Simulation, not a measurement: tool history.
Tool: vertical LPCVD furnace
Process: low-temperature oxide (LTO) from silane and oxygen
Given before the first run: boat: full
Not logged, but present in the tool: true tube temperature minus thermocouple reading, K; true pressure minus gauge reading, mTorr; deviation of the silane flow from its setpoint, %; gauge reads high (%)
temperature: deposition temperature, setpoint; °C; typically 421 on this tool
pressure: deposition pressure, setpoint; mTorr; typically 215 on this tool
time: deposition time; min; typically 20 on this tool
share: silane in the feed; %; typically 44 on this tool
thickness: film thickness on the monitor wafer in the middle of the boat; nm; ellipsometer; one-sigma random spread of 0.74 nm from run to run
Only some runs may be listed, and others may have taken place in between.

run,day,temperature,pressure,time,share,wafers since the last listed run,hours since the last temperature calibration,hours since the pressure gauge was zeroed,hours since the silane flow controller was replaced,hours since the gauge calibration,"read-back reference wafer on the same gauge, thickness",thickness
1,0,421,255,20,44,0,2809.9,3892.4,1433.3,804.5,227.21,315.13
2,1.075,421,255,20,44,289,2835.7,3918.2,1459.1,830.3,227.02,315.55
3,2.192,421,215,20,38,300,2862.5,3945,1485.9,857.1,227.14,228.67
4,3.404,421,215,20,44,326,2891.6,3974.1,1515,886.2,227.09,267.86
5,4.025,421,215,20,44,167,2906.5,3989,1529.9,901.1,226.8,267.06
6,5.512,421,215,20,44,400,2942.2,4024.7,1565.6,936.8,227.07,267.16
7,6.717,421,215,20,44,324,2971.1,4053.6,1594.5,965.7,226.96,267.4
# day 8.433: pressure gauge zeroed
# day 9.138: thermocouples replaced and temperature profile calibrated
8,9.158,428,215,20,44,198,0.5,17.4,1653.1,1024.3,226.68,286.12
9,9.346,428,215,20,44,50,5,21.9,1657.6,1028.8,227.22,285.88
10,10.388,421,195,20,44,280,30,46.9,1682.6,1053.8,227.05,243.61
11,10.946,421,195,20,44,150,43.4,60.3,1696,1067.2,226.61,243.12
12,11.675,421,270,20,41,196,60.9,77.8,1713.5,1084.7,227.12,313.99
# day 11.892: gauge calibrated
13,12.242,421,250,20,44,152,74.5,91.4,1727.1,8.4,226.85,311.95
14,13.2,421,165,14,44,258,97.5,114.4,1750.1,31.4,226.75,143.74
15,14.354,421,215,20,44,310,125.2,142.1,1777.8,59.1,226.89,269.15
16,18.725,421,180,20,44,1177,230.1,247,1882.7,164,226.98,225.1
17,19.854,412,190,15.5,36,304,257.2,274.1,1909.8,191.1,227.39,134.31
18,21.058,415,200,17.5,44,324,286.1,303,1938.7,220,227.05,206.03
19,22.038,421,215,16.5,40,263,309.6,326.5,1962.2,243.5,226.97,201.5
20,23.417,421,215,20,37,371,342.7,359.6,1995.3,276.6,226.91,224.08
# day 24.546: silane flow controller replaced
21,24.567,421,215,17,44,40,370.3,387.2,0.5,304.2,227.07,223.16

The next listed run, before its measurement:
22,25.579,421,215,20,44,272,394.6,411.5,24.8,328.5,?,?

Run 22 gave read-back reference wafer on the same gauge, thickness 227.31, thickness 264.29 nm.
Minus the tool's unlogged condition, the same run would have read thickness 265.38 nm.
